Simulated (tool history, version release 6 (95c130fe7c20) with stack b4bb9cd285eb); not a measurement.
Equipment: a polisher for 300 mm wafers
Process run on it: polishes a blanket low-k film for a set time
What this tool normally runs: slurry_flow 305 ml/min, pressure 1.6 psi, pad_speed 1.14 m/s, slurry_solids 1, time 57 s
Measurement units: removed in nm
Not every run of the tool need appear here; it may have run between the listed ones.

run,hour,slurry_flow,pressure,pad_speed,slurry_solids,time,wafers since the last listed run,wafers polished on this pad,hours since the slurry nozzle was cleaned,hours since the head pressure was calibrated,hours since the slurry blender was calibrated,hours since the conditioning disc was replaced,"incoming thickness of the incoming film, nm",removed
1,0,305,1.5,1.14,1,57,0,2514,611.4,15,283.7,177.3,417.5,15.9
# hour 8: slurry blender recalibrated
# hour 45.7: slurry nozzle cleaned
2,52.7,305,1.5,1.14,1,57,668,3183,7,67.7,44.7,230,425.3,15.2
# hour 112.9: worn pad replaced by a new one
# hour 164.3: conditioning disc replaced and pad reconditioned
3,187.4,305,1.6,1.14,1,57,1732,975,141.7,202.4,179.4,23.1,414.3,17.7
4,223.5,305,1.6,1.14,1,57,485,1461,177.8,238.5,215.5,59.2,417.7,17.7
# hour 308.6: slurry blender recalibrated
5,316.9,305,1.6,1.14,1,57,1230,2691,271.2,331.9,8.3,152.6,417.9,17.4
6,366.3,305,1.6,1.14,1,57,664,3356,320.6,381.3,57.7,202,417,16.4
7,432.5,305,1.6,1.14,1,57,891,4247,386.8,447.5,123.9,268.2,425.1,15.9
# hour 464.1: worn pad replaced by a new one
# hour 491: conditioning disc replaced and pad reconditioned
8,534.7,305,1.6,1.14,1,57,1294,923,489,549.7,226.1,43.7,413.8,18.1
9,591.9,305,1.6,1.14,1,57,769,1693,546.2,606.9,283.3,100.9,424.1,18.1
10,638.7,305,1.6,1.14,1,57,629,2323,593,653.7,330.1,147.7,419.6,17.8
# hour 689: slurry blender recalibrated
11,722.7,305,1.6,1.14,1,57,1103,3426,677,737.7,33.7,231.7,422.7,16.8
12,766.4,305,1.6,1.14,1,57,588,4015,720.7,781.4,77.4,275.4,416.1,16.3
# hour 801.5: worn pad replaced by a new one
# hour 809.9: conditioning disc replaced and pad reconditioned
13,842.7,305,1.1,1.14,1,75,946,526,797,857.7,153.7,32.8,419.7,18
# hour 872.1: slurry nozzle cleaned
14,897.6,305,1.6,0.82,0.75,57,725,1252,25.5,912.6,208.6,87.7,411,12.5
# hour 991: head pressure recalibrated
15,992,395,1.8,1.14,1,57,1243,2496,119.9,1,303,182.1,420,19.2
# hour 1040.4: slurry blender recalibrated
16,1063.9,305,1.3,1.14,1,46,940,3437,191.8,72.9,23.5,254,415.6,11.6
# hour 1123.5: conditioning disc replaced and pad reconditioned
17,1131.3,365,1.6,1.14,1,57,880,4317,259.2,140.3,90.9,7.8,424.3,16.4
# hour 1151.8: worn pad replaced by a new one
18,1236.7,305,1.6,1.14,1,57,1364,1142,364.6,245.7,196.3,113.2,416.9,17.8

For run 19, what comes out?
19,1291.4,205,1.6,1.14,1.15,44,736,1878,419.3,300.4,251,167.9,420.7,?

removed: 13.3 nm
With the hidden condition absent and the run-to-run variation left alone, this run would have shown removed 14.3 nm.
